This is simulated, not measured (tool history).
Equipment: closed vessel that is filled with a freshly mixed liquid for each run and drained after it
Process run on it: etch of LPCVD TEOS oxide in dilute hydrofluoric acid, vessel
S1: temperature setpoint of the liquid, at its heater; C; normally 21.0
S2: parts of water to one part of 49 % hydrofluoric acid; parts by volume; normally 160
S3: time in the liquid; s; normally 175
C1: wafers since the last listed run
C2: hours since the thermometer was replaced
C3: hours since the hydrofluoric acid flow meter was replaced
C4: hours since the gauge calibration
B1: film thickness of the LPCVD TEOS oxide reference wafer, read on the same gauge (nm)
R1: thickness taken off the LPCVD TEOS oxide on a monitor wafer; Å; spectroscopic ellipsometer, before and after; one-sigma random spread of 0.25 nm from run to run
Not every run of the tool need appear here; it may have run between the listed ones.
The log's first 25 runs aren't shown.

Run 26, day 14.829: usual settings but S2 130 parts by volume, S3 250 s; C1 1970; C2 179.9; C3 79.1; C4 151.6; B1 59.99. Result: R1 597.8 Å.
Run 27, day 15.204: usual settings; C1 1037; C2 188.9; C3 88.1; C4 160.6; B1 60.01. Result: R1 329.0 Å.
Run 28, day 17.196: usual settings; C1 5508; C2 236.7; C3 135.9; C4 208.4; B1 60.01. Result: R1 328.2 Å.
Run 29, day 17.642: usual settings but S1 22.5 C, S2 205 parts by volume, S3 265 s; C1 1233; C2 247.4; C3 146.6; C4 219.1; B1 60.00. Result: R1 389.6 Å.
Run 30, day 18.046: usual settings; C1 1117; C2 257.1; C3 156.3; C4 228.8; B1 60.02. Result: R1 328.5 Å.
Run 31, day 18.571: usual settings but S1 22.5 C, S2 205 parts by volume, S3 265 s; C1 1451; C2 269.7; C3 168.9; C4 241.4; B1 60.01. Result: R1 396.9 Å.
Run 32, day 19.192: usual settings but S1 19.5 C, S2 240 parts by volume, S3 210 s; C1 1716; C2 284.6; C3 183.8; C4 256.3; B1 59.99. Result: R1 227.4 Å.
Run 33, day 19.779: usual settings but S1 19.5 C; C1 1624; C2 298.7; C3 197.9; C4 270.4; B1 59.99. Result: R1 312.6 Å.

Alternative continuations, all from the tool just after run 33; predict every row:
Run A, day 19.808: usual settings; C1 80; C2 299.4; C3 198.6; C4 271.1; B1 ?. Result: R1 ?.
Run B, day 19.808: usual settings but S2 225 parts by volume; C1 80; C2 299.4; C3 198.6; C4 271.1; B1 ?. Result: R1 ?.
Run C, day 19.808: usual settings but S2 85 parts by volume, S3 90 s; C1 80; C2 299.4; C3 198.6; C4 271.1; B1 ?. Result: R1 ?.

run     B1     R1
  A  60.01  332.7
  B  60.01  221.8
  C  60.01  349.4
Without the tool's hidden state the same runs would have given:
run     R1
  A  322.7
  B  214.9
  C  339.5
